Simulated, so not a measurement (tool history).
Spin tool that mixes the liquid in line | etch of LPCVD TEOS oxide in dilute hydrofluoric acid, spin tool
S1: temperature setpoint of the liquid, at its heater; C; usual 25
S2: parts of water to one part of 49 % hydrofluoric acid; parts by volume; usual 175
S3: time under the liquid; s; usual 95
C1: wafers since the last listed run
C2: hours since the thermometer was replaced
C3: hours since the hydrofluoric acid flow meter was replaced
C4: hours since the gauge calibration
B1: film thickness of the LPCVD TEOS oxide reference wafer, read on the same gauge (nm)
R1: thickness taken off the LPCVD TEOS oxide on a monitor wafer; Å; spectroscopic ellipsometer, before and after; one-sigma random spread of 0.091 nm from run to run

run 1 hour=0 | S1=25 S2=175 S3=95 | C1=0 C2=235.4 C3=1920.4 C4=39.3 | B1=130.02 | R1=249.9
run 2 hour=33.2 | S1=25 S2=175 S3=95 | C1=424 C2=268.6 C3=1953.6 C4=72.5 | B1=129.99 | R1=251.7
run 3 hour=52.1 | S1=25 S2=175 S3=95 | C1=241 C2=287.5 C3=1972.5 C4=91.4 | B1=129.96 | R1=251.7
run 4 hour=74.5 | S1=25 S2=175 S3=95 | C1=286 C2=309.9 C3=1994.9 C4=113.8 | B1=129.99 | R1=250
run 5 hour=104.2 | S1=25 S2=175 S3=95 | C1=379 C2=339.6 C3=2024.6 C4=143.5 | B1=129.96 | R1=252.3
run 6 hour=128.9 | S1=25 S2=175 S3=95 | C1=315 C2=364.3 C3=2049.3 C4=168.2 | B1=129.96 | R1=250.7
run 7 hour=141 | S1=25 S2=175 S3=95 | C1=154 C2=376.4 C3=2061.4 C4=180.3 | B1=130.03 | R1=251
run 8 hour=160.6 | S1=27.5 S2=175 S3=95 | C1=250 C2=396 C3=2081 C4=199.9 | B1=129.99 | R1=276.4
run 9 hour=175.4 | S1=25 S2=175 S3=115 | C1=189 C2=410.8 C3=2095.8 C4=214.7 | B1=130 | R1=304.8
run 10 hour=199.9 | S1=25 S2=175 S3=115 | C1=313 C2=435.3 C3=2120.3 C4=239.2 | B1=129.99 | R1=306.4
run 11 hour=223.1 | S1=25 S2=175 S3=95 | C1=296 C2=458.5 C3=2143.5 C4=262.4 | B1=130 | R1=253
run 12 hour=245.2 | S1=25 S2=175 S3=95 | C1=282 C2=480.6 C3=2165.6 C4=284.5 | B1=130.01 | R1=251.1
-- hour=247.6 hydrofluoric acid flow meter replaced
run 13 hour=260 | S1=28 S2=115 S3=95 | C1=176 C2=495.4 C3=12.4 C4=299.3 | B1=130.02 | R1=462.6
run 14 hour=288.8 | S1=25 S2=175 S3=95 | C1=368 C2=524.2 C3=41.2 C4=328.1 | B1=130.01 | R1=253.3
-- hour=340.7 gauge calibrated
run 15 hour=384.9 | S1=28.5 S2=240 S3=60 | C1=1229 C2=620.3 C3=137.3 C4=44.2 | B1=130.02 | R1=123.4
run 16 hour=403.6 | S1=22.5 S2=175 S3=95 | C1=239 C2=639 C3=156 C4=62.9 | B1=130.01 | R1=231.3
-- hour=405.7 thermometer replaced
run 17 hour=422.6 | S1=20.5 S2=210 S3=95 | C1=230 C2=16.9 C3=175 C4=81.9 | B1=129.96 | R1=168.1
run 18 hour=438.4 | S1=25 S2=175 S3=95 | C1=202 C2=32.7 C3=190.8 C4=97.7 | B1=130.02 | R1=248.8
run 19 hour=454.2 | S1=21 S2=215 S3=130 | C1=202 C2=48.5 C3=206.6 C4=113.5 | B1=129.98 | R1=229.4
run 20 hour=477.2 | S1=25 S2=175 S3=95 | C1=294 C2=71.5 C3=229.6 C4=136.5 | B1=130 | R1=249.6
run 21 hour=507.1 | S1=22 S2=245 S3=95 | C1=382 C2=101.4 C3=259.5 C4=166.4 | B1=129.98 | R1=148.5
run 22 hour=529.6 | S1=22 S2=245 S3=95 | C1=287 C2=123.9 C3=282 C4=188.9 | B1=130 | R1=148.5
run 23 hour=562.4 | S1=25 S2=205 S3=120 | C1=419 C2=156.7 C3=314.8 C4=221.7 | B1=130 | R1=263.4
run 24 hour=580.1 | S1=25 S2=175 S3=95 | C1=226 C2=174.4 C3=332.5 C4=239.4 | B1=129.98 | R1=249.9
run 25 hour=598 | S1=25 S2=120 S3=95 | C1=228 C2=192.3 C3=350.4 C4=257.3 | B1=130.01 | R1=389.5

Alternative continuations, all from the tool just after run 25; predict every row:
run A hour=598.4 | S1=21.5 S2=175 S3=95 | C1=5 C2=192.7 C3=350.8 C4=257.7 | B1=? | R1=?
run B hour=598.4 | S1=28.5 S2=135 S3=50 | C1=5 C2=192.7 C3=350.8 C4=257.7 | B1=? | R1=?
run C hour=598.4 | S1=26.5 S2=175 S3=50 | C1=5 C2=192.7 C3=350.8 C4=257.7 | B1=? | R1=?
run D hour=598.4 | S1=20 S2=175 S3=95 | C1=5 C2=192.7 C3=350.8 C4=257.7 | B1=? | R1=?

run=A B1=130 R1=219.4
run=B B1=130 R1=204.2
run=C B1=130 R1=139.3
run=D B1=130 R1=207
With the hidden condition removed and each run's random variation left untouched, the same runs would have given:
run=A R1=217.3
run=B R1=202.2
run=C R1=138
run=D R1=204.9

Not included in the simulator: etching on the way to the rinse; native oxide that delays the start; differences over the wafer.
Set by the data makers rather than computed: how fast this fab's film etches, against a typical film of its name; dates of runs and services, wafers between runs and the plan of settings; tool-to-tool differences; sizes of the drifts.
